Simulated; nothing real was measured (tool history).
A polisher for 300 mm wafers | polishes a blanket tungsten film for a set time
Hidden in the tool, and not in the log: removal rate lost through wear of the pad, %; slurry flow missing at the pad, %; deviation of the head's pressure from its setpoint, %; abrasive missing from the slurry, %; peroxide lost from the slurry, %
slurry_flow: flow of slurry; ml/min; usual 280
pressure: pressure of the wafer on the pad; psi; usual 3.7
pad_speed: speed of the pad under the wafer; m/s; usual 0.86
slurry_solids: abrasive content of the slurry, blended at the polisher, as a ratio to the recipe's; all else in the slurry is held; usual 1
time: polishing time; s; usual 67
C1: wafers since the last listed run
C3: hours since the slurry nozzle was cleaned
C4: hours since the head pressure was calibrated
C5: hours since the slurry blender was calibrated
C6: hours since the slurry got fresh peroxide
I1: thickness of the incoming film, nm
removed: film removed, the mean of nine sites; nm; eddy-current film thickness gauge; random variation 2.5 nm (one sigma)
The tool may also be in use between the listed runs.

{"run": 1, "hour": 0.0, "slurry_flow": 220, "pressure": 3.7, "pad_speed": 0.86, "slurry_solids": 1, "time": 67, "C1": 0, "wafers polished on this pad": 1476, "C3": 311, "C4": 411.2, "C5": 193.2, "C6": 149, "I1": 1024.9, "removed": 218}
{"hour": 6.2, "done": "slurry blender recalibrated"}
{"hour": 7.8, "done": "slurry nozzle cleaned"}
{"run": 2, "hour": 25.0, "slurry_flow": 220, "pressure": 3.7, "pad_speed": 0.86, "slurry_solids": 1, "time": 67, "C1": 225, "wafers polished on this pad": 1702, "C3": 17.2, "C4": 436.2, "C5": 18.8, "C6": 174, "I1": 1039.5, "removed": 247}
{"hour": 31.0, "done": "slurry tank refilled with fresh slurry and peroxide"}
{"hour": 52.2, "done": "worn pad replaced by a new one"}
{"run": 3, "hour": 59.8, "slurry_flow": 220, "pressure": 3.7, "pad_speed": 0.86, "slurry_solids": 1, "time": 67, "C1": 305, "wafers polished on this pad": 77, "C3": 52, "C4": 471, "C5": 53.6, "C6": 28.8, "I1": 1021.1, "removed": 243.5}
{"run": 4, "hour": 86.0, "slurry_flow": 280, "pressure": 3.7, "pad_speed": 0.86, "slurry_solids": 1, "time": 67, "C1": 268, "wafers polished on this pad": 345, "C3": 78.2, "C4": 497.2, "C5": 79.8, "C6": 55, "I1": 1018.9, "removed": 256.3}
{"run": 5, "hour": 111.8, "slurry_flow": 280, "pressure": 3.7, "pad_speed": 0.86, "slurry_solids": 1, "time": 67, "C1": 264, "wafers polished on this pad": 610, "C3": 104, "C4": 523, "C5": 105.6, "C6": 80.8, "I1": 1035.8, "removed": 251.2}
{"run": 6, "hour": 129.2, "slurry_flow": 280, "pressure": 3.7, "pad_speed": 0.86, "slurry_solids": 1, "time": 67, "C1": 178, "wafers polished on this pad": 788, "C3": 121.4, "C4": 540.4, "C5": 123, "C6": 98.2, "I1": 1008.9, "removed": 248}
{"run": 7, "hour": 141.8, "slurry_flow": 280, "pressure": 3.7, "pad_speed": 1.12, "slurry_solids": 1, "time": 67, "C1": 129, "wafers polished on this pad": 917, "C3": 134, "C4": 553, "C5": 135.6, "C6": 110.8, "I1": 1012, "removed": 319.3}
{"run": 8, "hour": 156.9, "slurry_flow": 280, "pressure": 3.7, "pad_speed": 1.06, "slurry_solids": 1, "time": 67, "C1": 154, "wafers polished on this pad": 1071, "C3": 149.1, "C4": 568.1, "C5": 150.7, "C6": 125.9, "I1": 1009.9, "removed": 296.2}
{"run": 9, "hour": 176.4, "slurry_flow": 280, "pressure": 3.7, "pad_speed": 0.86, "slurry_solids": 1, "time": 67, "C1": 199, "wafers polished on this pad": 1271, "C3": 168.6, "C4": 587.6, "C5": 170.2, "C6": 145.4, "I1": 1011.6, "removed": 248.8}
{"hour": 196.2, "done": "slurry blender recalibrated"}
{"run": 10, "hour": 210.7, "slurry_flow": 250, "pressure": 3.7, "pad_speed": 1.04, "slurry_solids": 1, "time": 67, "C1": 330, "wafers polished on this pad": 1602, "C3": 202.9, "C4": 621.9, "C5": 14.5, "C6": 179.7, "I1": 1031.7, "removed": 287.5}
{"run": 11, "hour": 232.7, "slurry_flow": 280, "pressure": 3.7, "pad_speed": 0.86, "slurry_solids": 1, "time": 81, "C1": 225, "wafers polished on this pad": 1827, "C3": 224.9, "C4": 643.9, "C5": 36.5, "C6": 201.7, "I1": 1019.7, "removed": 294.6}
{"hour": 235.1, "done": "slurry tank refilled with fresh slurry and peroxide"}
{"hour": 248.7, "done": "worn pad replaced by a new one"}
{"run": 12, "hour": 268.3, "slurry_flow": 355, "pressure": 3.7, "pad_speed": 0.74, "slurry_solids": 0.75, "time": 80, "C1": 313, "wafers polished on this pad": 200, "C3": 260.5, "C4": 679.5, "C5": 72.1, "C6": 33.2, "I1": 1021.3, "removed": 239.8}
{"run": 13, "hour": 303.3, "slurry_flow": 280, "pressure": 4.7, "pad_speed": 0.86, "slurry_solids": 1.1, "time": 67, "C1": 358, "wafers polished on this pad": 559, "C3": 295.5, "C4": 714.5, "C5": 107.1, "C6": 68.2, "I1": 1022.1, "removed": 313.9}
{"hour": 312.0, "done": "slurry nozzle cleaned"}
{"run": 14, "hour": 322.1, "slurry_flow": 245, "pressure": 3.7, "pad_speed": 0.94, "slurry_solids": 1.25, "time": 80, "C1": 182, "wafers polished on this pad": 741, "C3": 10.1, "C4": 733.3, "C5": 125.9, "C6": 87, "I1": 1019.9, "removed": 349.6}
{"run": 15, "hour": 351.7, "slurry_flow": 280, "pressure": 3.7, "pad_speed": 0.86, "slurry_solids": 0.8, "time": 67, "C1": 303, "wafers polished on this pad": 1044, "C3": 39.7, "C4": 762.9, "C5": 155.5, "C6": 116.6, "I1": 1009.3, "removed": 234.6}
{"run": 16, "hour": 377.1, "slurry_flow": 335, "pressure": 3.7, "pad_speed": 0.86, "slurry_solids": 0.8, "time": 55, "C1": 260, "wafers polished on this pad": 1304, "C3": 65.1, "C4": 788.3, "C5": 180.9, "C6": 142, "I1": 1021, "removed": 196.1}
{"hour": 396.3, "done": "slurry blender recalibrated"}
{"run": 17, "hour": 400.1, "slurry_flow": 280, "pressure": 3.7, "pad_speed": 0.86, "slurry_solids": 1, "time": 67, "C1": 215, "wafers polished on this pad": 1519, "C3": 88.1, "C4": 811.3, "C5": 3.8, "C6": 165, "I1": 1026.1, "removed": 252.3}
{"run": 18, "hour": 419.2, "slurry_flow": 280, "pressure": 3.7, "pad_speed": 0.86, "slurry_solids": 1, "time": 53, "C1": 195, "wafers polished on this pad": 1715, "C3": 107.2, "C4": 830.4, "C5": 22.9, "C6": 184.1, "I1": 1018.5, "removed": 197.8}
{"hour": 425.6, "done": "head pressure recalibrated"}
{"hour": 451.3, "done": "slurry tank refilled with fresh slurry and peroxide"}
{"hour": 455.6, "done": "worn pad replaced by a new one"}
{"run": 19, "hour": 456.1, "slurry_flow": 280, "pressure": 4.5, "pad_speed": 0.86, "slurry_solids": 1.3, "time": 67, "C1": 306, "wafers polished on this pad": 4, "C3": 144.1, "C4": 30.5, "C5": 59.8, "C6": 4.8, "I1": 1019.5, "removed": 314.1}
{"run": 20, "hour": 520.2, "slurry_flow": 305, "pressure": 3.7, "pad_speed": 0.98, "slurry_solids": 1, "time": 86, "C1": 656, "wafers polished on this pad": 661, "C3": 208.2, "C4": 94.6, "C5": 123.9, "C6": 68.9, "I1": 1010.6, "removed": 355.6}
{"run": 21, "hour": 554.9, "slurry_flow": 280, "pressure": 3.7, "pad_speed": 1.06, "slurry_solids": 1.15, "time": 67, "C1": 355, "wafers polished on this pad": 1016, "C3": 242.9, "C4": 129.3, "C5": 158.6, "C6": 103.6, "I1": 1026.6, "removed": 310.2}
{"hour": 566.0, "done": "slurry blender recalibrated"}
{"run": 22, "hour": 570.3, "slurry_flow": 280, "pressure": 3.7, "pad_speed": 0.86, "slurry_solids": 1, "time": 67, "C1": 137, "wafers polished on this pad": 1153, "C3": 258.3, "C4": 144.7, "C5": 4.3, "C6": 119, "I1": 1028.2, "removed": 244.5}
{"run": 23, "hour": 610.1, "slurry_flow": 280, "pressure": 3.1, "pad_speed": 0.86, "slurry_solids": 0.75, "time": 84, "C1": 407, "wafers polished on this pad": 1561, "C3": 298.1, "C4": 184.5, "C5": 44.1, "C6": 158.8, "I1": 1027.5, "removed": 234.6}
{"hour": 620.4, "done": "slurry nozzle cleaned"}
{"run": 24, "hour": 625.8, "slurry_flow": 280, "pressure": 3.7, "pad_speed": 0.86, "slurry_solids": 0.9, "time": 67, "C1": 150, "wafers polished on this pad": 1711, "C3": 5.4, "C4": 200.2, "C5": 59.8, "C6": 174.5, "I1": 1015.8, "removed": 245.9}
{"hour": 632.2, "done": "worn pad replaced by a new one"}
{"run": 25, "hour": 652.2, "slurry_flow": 280, "pressure": 3.7, "pad_speed": 0.86, "slurry_solids": 1, "time": 67, "C1": 229, "wafers polished on this pad": 205, "C3": 31.8, "C4": 226.6, "C5": 86.2, "C6": 200.9, "I1": 1023.8, "removed": 251.9}
{"hour": 676.8, "done": "slurry tank refilled with fresh slurry and peroxide"}
{"run": 26, "hour": 680.5, "slurry_flow": 280, "pressure": 3.7, "pad_speed": 0.86, "slurry_solids": 1, "time": 67, "C1": 279, "wafers polished on this pad": 484, "C3": 60.1, "C4": 254.9, "C5": 114.5, "C6": 3.7, "I1": 1015.5, "removed": 251.3}

How the hidden state differs across the entries between the runs, from the last listed run before each to the first after it:
Between runs 1 and 2: slurry blender recalibrated (hour 6.2); slurry nozzle cleaned (hour 7.8)
  slurry flow missing at the pad, %: 50.3 -> 8.14
  measured less the result without the state, removed: -32 -> -2.9 nm
Between runs 2 and 3: slurry tank refilled with fresh slurry and peroxide (hour 31); worn pad replaced by a new one (hour 52.2)
  slurry flow missing at the pad, %: 8.14 -> 17.8
  measured less the result without the state, removed: -2.9 -> -7 nm
Between runs 9 and 10: slurry blender recalibrated (hour 196.2)
  slurry flow missing at the pad, %: 34.9 -> 37.4
  measured less the result without the state, removed: -14.3 -> -20.8 nm
Between runs 11 and 12: slurry tank refilled with fresh slurry and peroxide (hour 235.1); worn pad replaced by a new one (hour 248.7)
  slurry flow missing at the pad, %: 38.6 -> 40.1
  measured less the result without the state, removed: -20 -> -13.7 nm
Between runs 13 and 14: slurry nozzle cleaned (hour 312)
  slurry flow missing at the pad, %: 41.2 -> 9.84
  measured less the result without the state, removed: -23.9 -> -4.5 nm
Between runs 16 and 17: slurry blender recalibrated (hour 396.3)
  slurry flow missing at the pad, %: 24.8 -> 29.1
  measured less the result without the state, removed: -5.6 -> -11 nm
Between runs 18 and 19: head pressure recalibrated (hour 425.6); slurry tank refilled with fresh slurry and peroxide (hour 451.3); worn pad replaced by a new one (hour 455.6)
  slurry flow missing at the pad, %: 32.1 -> 36.7
  measured less the result without the state, removed: -10 -> -19.6 nm
Between runs 21 and 22: slurry blender recalibrated (hour 566)
  slurry flow missing at the pad, %: 43.5 -> 44.1
  measured less the result without the state, removed: -26.2 -> -21.2 nm
Between runs 23 and 24: slurry nozzle cleaned (hour 620.4)
  slurry flow missing at the pad, %: 45.4 -> 12.2
  measured less the result without the state, removed: -21.5 -> -3.5 nm
Between runs 24 and 25: worn pad replaced by a new one (hour 632.2)
  slurry flow missing at the pad, %: 12.2 -> 20.6
  measured less the result without the state, removed: -3.5 -> -6.8 nm
Between runs 25 and 26: slurry tank refilled with fresh slurry and peroxide (hour 676.8)
  slurry flow missing at the pad, %: 20.6 -> 27.7
  measured less the result without the state, removed: -6.8 -> -10.1 nm

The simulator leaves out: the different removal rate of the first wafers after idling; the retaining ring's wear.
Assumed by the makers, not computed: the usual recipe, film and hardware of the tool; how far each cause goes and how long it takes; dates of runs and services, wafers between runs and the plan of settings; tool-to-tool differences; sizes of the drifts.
